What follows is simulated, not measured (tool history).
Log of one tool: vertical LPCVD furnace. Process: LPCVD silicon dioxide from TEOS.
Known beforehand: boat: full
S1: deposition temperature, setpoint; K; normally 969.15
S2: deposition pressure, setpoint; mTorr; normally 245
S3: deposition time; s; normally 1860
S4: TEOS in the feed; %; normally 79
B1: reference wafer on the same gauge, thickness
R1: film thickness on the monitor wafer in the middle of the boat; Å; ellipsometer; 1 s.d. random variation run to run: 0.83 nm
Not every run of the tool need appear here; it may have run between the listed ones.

run,day,S1,S2,S3,S4,B1,R1
1,0.000,969.15,245,1860,79,214.01,2115.5
2,0.742,969.15,210,1860,71,213.84,1849.2
3,1.396,969.15,245,1860,79,214.22,2106.5
4,2.296,969.15,245,1860,79,214.31,2097.7
5,3.088,969.15,245,1860,79,213.98,2106.8
6,3.679,969.15,245,1860,79,214.26,2086.4
7,4.962,977.15,245,1860,79,214.11,2630.4
8,5.571,962.15,245,1860,91,213.80,2005.9
9,6.504,979.15,245,2340,85,214.36,3645.0
10,7.950,969.15,245,1860,79,214.01,2193.9
11,8.854,979.15,280,1620,66,213.87,2369.4
12,9.688,980.15,195,1860,79,213.86,2554.7
13,11.129,969.15,245,1860,79,214.26,2216.0
14,12.417,969.15,245,1380,79,213.91,1460.0
15,13.442,969.15,245,1860,79,214.20,1967.0
16,14.100,969.15,245,1440,93,214.09,1667.5
17,15.179,969.15,245,1860,79,214.26,1996.5
18,16.138,980.15,245,1860,74,213.76,2466.0
19,17.017,969.15,245,1860,79,214.34,1996.3
20,21.267,969.15,245,1860,79,214.03,1989.4
21,22.508,969.15,245,1860,79,214.25,1991.7
22,23.408,979.15,245,1860,92,214.05,2712.5
23,25.029,969.15,260,1860,90,214.12,2208.5
24,25.262,969.15,245,1860,75,213.69,1965.6
25,26.738,969.15,245,1860,79,214.01,2006.7
26,27.712,969.15,215,1860,84,214.06,1967.8
27,28.875,969.15,245,1860,79,213.93,2012.1
28,32.621,974.15,220,2580,92,214.43,3236.4
29,33.354,963.15,245,2220,79,214.06,2117.3
30,35.962,969.15,270,1860,74,213.77,2070.7

Not shown: 5 entries that the log had between the listed runs. Between which runs, and how does the tool's hidden state differ before and after?
From run 6 to run 7: thermocouples replaced and temperature profile calibrated (day 4.821)
  true tube temperature minus thermocouple reading, K: 2.94 -> 4.71
  measured less the result without the state, R1: +138.6 -> +269.7 Å
From run 13 to run 14: thermocouples replaced and temperature profile calibrated, repeated, since the last time left the tool worse (day 12.371)
  true tube temperature minus thermocouple reading, K: 5.13 -> 0.1
  measured less the result without the state, R1: +250.0 -> +3.4 Å
From run 19 to run 20: pressure gauge zeroed (day 20.112); gauge calibrated (day 20.871)
  true tube temperature minus thermocouple reading, K: 0.419 -> 0.684
  measured less the result without the state, R1: +19.5 -> +31.6 Å
From run 22 to run 23: TEOS flow controller replaced (day 25.008)
  true tube temperature minus thermocouple reading, K: 0.808 -> 0.898
  measured less the result without the state, R1: +49.8 -> +46.0 Å
